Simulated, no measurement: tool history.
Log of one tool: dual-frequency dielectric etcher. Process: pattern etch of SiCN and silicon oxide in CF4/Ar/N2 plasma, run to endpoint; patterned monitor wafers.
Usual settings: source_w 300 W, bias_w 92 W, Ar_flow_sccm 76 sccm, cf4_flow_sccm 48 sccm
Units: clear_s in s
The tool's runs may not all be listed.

| run | hour | source_w | bias_w | Ar_flow_sccm | cf4_flow_sccm | incoming incoming film thickness, nm | clear_s |
|---|---|---|---|---|---|---|---|
| 1 | 0 | 300 | 92 | 80 | 44 | 10.39 | 15.7 |
| 2 | 63.4 | 260 | 114 | 84 | 38 | 10.43 | 17.2 |
| 3 | 153.1 | 300 | 92 | 76 | 48 | 10.38 | 15.4 |
| 4 | 216.9 | 300 | 92 | 76 | 48 | 10.38 | 15.4 |
|  | 254.5 | Ar flow controller replaced |
| 5 | 289.3 | 230 | 103 | 66 | 57 | 10.41 | 19.6 |
|  | 342.6 | bias power generator calibrated |
| 6 | 350.4 | 300 | 112 | 76 | 36 | 10.34 | 14.5 |
| 7 | 424.7 | 300 | 107 | 70 | 48 | 10.43 | 14.4 |
| 8 | 461.5 | 260 | 100 | 76 | 58 | 10.47 | 17.3 |
| 9 | 528.9 | 380 | 107 | 60 | 48 | 10.42 | 10.8 |
|  | 619.7 | wet clean of the chamber |
| 10 | 634.9 | 330 | 99 | 76 | 48 | 10.5 | 13.7 |
| 11 | 681.6 | 300 | 92 | 76 | 58 | 10.51 | 15.4 |
| 12 | 750.9 | 300 | 92 | 76 | 48 | 10.39 | 15.5 |
|  | 759.2 | source power generator calibrated |
| 13 | 794.3 | 300 | 92 | 76 | 48 | 10.39 | 15.4 |
|  | 836.4 | upper electrode replaced |
| 14 | 873.3 | 300 | 79 | 65 | 48 | 10.46 | 16.1 |
| 15 | 917.3 | 300 | 92 | 76 | 56 | 10.44 | 15.2 |
| 16 | 978.4 | 300 | 78 | 90 | 48 | 10.37 | 16.6 |
| 17 | 1030 | 260 | 92 | 67 | 48 | 10.47 | 17.9 |
| 18 | 1104.9 | 300 | 92 | 76 | 48 | 10.38 | 15.2 |
|  | 1184.5 | wet clean of the chamber |
| 19 | 1193.4 | 300 | 92 | 76 | 48 | 10.45 | 15.6 |
| 20 | 1261.9 | 360 | 110 | 59 | 48 | 10.5 | 11.6 |
| 21 | 1335.7 | 300 | 74 | 86 | 48 | 10.35 | 17 |
| 22 | 1371.7 | 260 | 92 | 76 | 55 | 10.38 | 17.9 |
| 23 | 1415.5 | 230 | 111 | 94 | 38 | 10.31 | 20.3 |

5 ways to go on from here, each from the tool as it stands after run 23. What would each give?
| A | 1415.9 | 380 | 92 | 76 | 48 | 10.32 | ? |
| B | 1415.9 | 300 | 82 | 76 | 48 | 10.32 | ? |
| C | 1415.9 | 220 | 98 | 59 | 54 | 10.32 | ? |
| D | 1415.9 | 300 | 103 | 94 | 52 | 10.32 | ? |
| E | 1415.9 | 300 | 92 | 84 | 48 | 10.32 | ? |

| run | clear_s |
|---|---|
| A | 11.9 |
| B | 16 |
| C | 20.6 |
| D | 14.9 |
| E | 15.5 |
Without the tool's hidden state the same runs would have given:
| run | clear_s |
|---|---|
| A | 12 |
| B | 16.2 |
| C | 20.8 |
| D | 15.1 |
| E | 15.7 |
